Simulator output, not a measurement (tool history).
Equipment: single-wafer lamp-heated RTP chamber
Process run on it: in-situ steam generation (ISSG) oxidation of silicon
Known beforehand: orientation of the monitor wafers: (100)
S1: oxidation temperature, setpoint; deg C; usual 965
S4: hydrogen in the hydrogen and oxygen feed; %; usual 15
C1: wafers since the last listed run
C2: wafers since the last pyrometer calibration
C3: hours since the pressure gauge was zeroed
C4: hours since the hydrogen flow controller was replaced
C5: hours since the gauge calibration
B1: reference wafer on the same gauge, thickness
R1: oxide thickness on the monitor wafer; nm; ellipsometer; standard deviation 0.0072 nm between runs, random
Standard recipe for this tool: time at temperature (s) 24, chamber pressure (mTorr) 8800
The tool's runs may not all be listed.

run 1 hour=0.0 | S1=965 time_at_temperature_(s)=24 chamber_pressure_(mTorr)=8800 S4=15 | C1=0 C2=7536 C3=3571.3 C4=3323.0 C5=79.1 | B1=5.620 | R1=4.924
run 2 hour=9.7 | S1=965 time_at_temperature_(s)=24 chamber_pressure_(mTorr)=8800 S4=15 | C1=82 C2=7618 C3=3581.0 C4=3332.7 C5=88.8 | B1=5.619 | R1=4.935
run 3 hour=18.2 | S1=965 time_at_temperature_(s)=24 chamber_pressure_(mTorr)=8800 S4=15 | C1=72 C2=7690 C3=3589.5 C4=3341.2 C5=97.3 | B1=5.618 | R1=4.922
run 4 hour=34.8 | S1=958 time_at_temperature_(s)=24 chamber_pressure_(mTorr)=8800 S4=15 | C1=140 C2=7831 C3=3606.1 C4=3357.8 C5=113.9 | B1=5.621 | R1=4.808
run 5 hour=51.0 | S1=965 time_at_temperature_(s)=24 chamber_pressure_(mTorr)=9500 S4=15 | C1=137 C2=7969 C3=3622.3 C4=3374.0 C5=130.1 | B1=5.621 | R1=4.900
run 6 hour=67.9 | S1=965 time_at_temperature_(s)=24 chamber_pressure_(mTorr)=8800 S4=15 | C1=143 C2=8112 C3=3639.2 C4=3390.9 C5=147.0 | B1=5.621 | R1=4.926
-- hour=88.4 hydrogen flow controller replaced
run 7 hour=88.9 | S1=965 time_at_temperature_(s)=24 chamber_pressure_(mTorr)=8800 S4=15 | C1=110 C2=8222 C3=3660.2 C4=0.5 C5=168.0 | B1=5.621 | R1=4.938
-- hour=106.5 pyrometer window cleaned and pyrometer calibrated
run 8 hour=107.0 | S1=965 time_at_temperature_(s)=24 chamber_pressure_(mTorr)=8800 S4=15 | C1=85 C2=3 C3=3678.3 C4=18.6 C5=186.1 | B1=5.616 | R1=4.768
run 9 hour=109.2 | S1=955 time_at_temperature_(s)=21 chamber_pressure_(mTorr)=7900 S4=21 | C1=18 C2=22 C3=3680.5 C4=20.8 C5=188.3 | B1=5.620 | R1=4.702
-- hour=109.3 gauge calibrated
run 10 hour=123.9 | S1=978 time_at_temperature_(s)=21 chamber_pressure_(mTorr)=10200 S4=15 | C1=124 C2=147 C3=3695.2 C4=35.5 C5=14.6 | B1=5.622 | R1=4.627
run 11 hour=163.2 | S1=965 time_at_temperature_(s)=19 chamber_pressure_(mTorr)=8200 S4=11 | C1=333 C2=480 C3=3734.5 C4=74.8 C5=53.9 | B1=5.618 | R1=4.059

For run 12, what comes out?
-- hour=176.7 pressure gauge zeroed
run 12 hour=180.3 | S1=965 time_at_temperature_(s)=24 chamber_pressure_(mTorr)=8800 S4=15 | C1=77 C2=558 C3=3.6 C4=91.9 C5=71.0 | B1=? | R1=?

Run 12 produced B1 5.622, R1 4.797 nm.
Take away the tool's hidden state, keep the run-to-run variation as it was, and the same run would have given R1 4.744 nm.
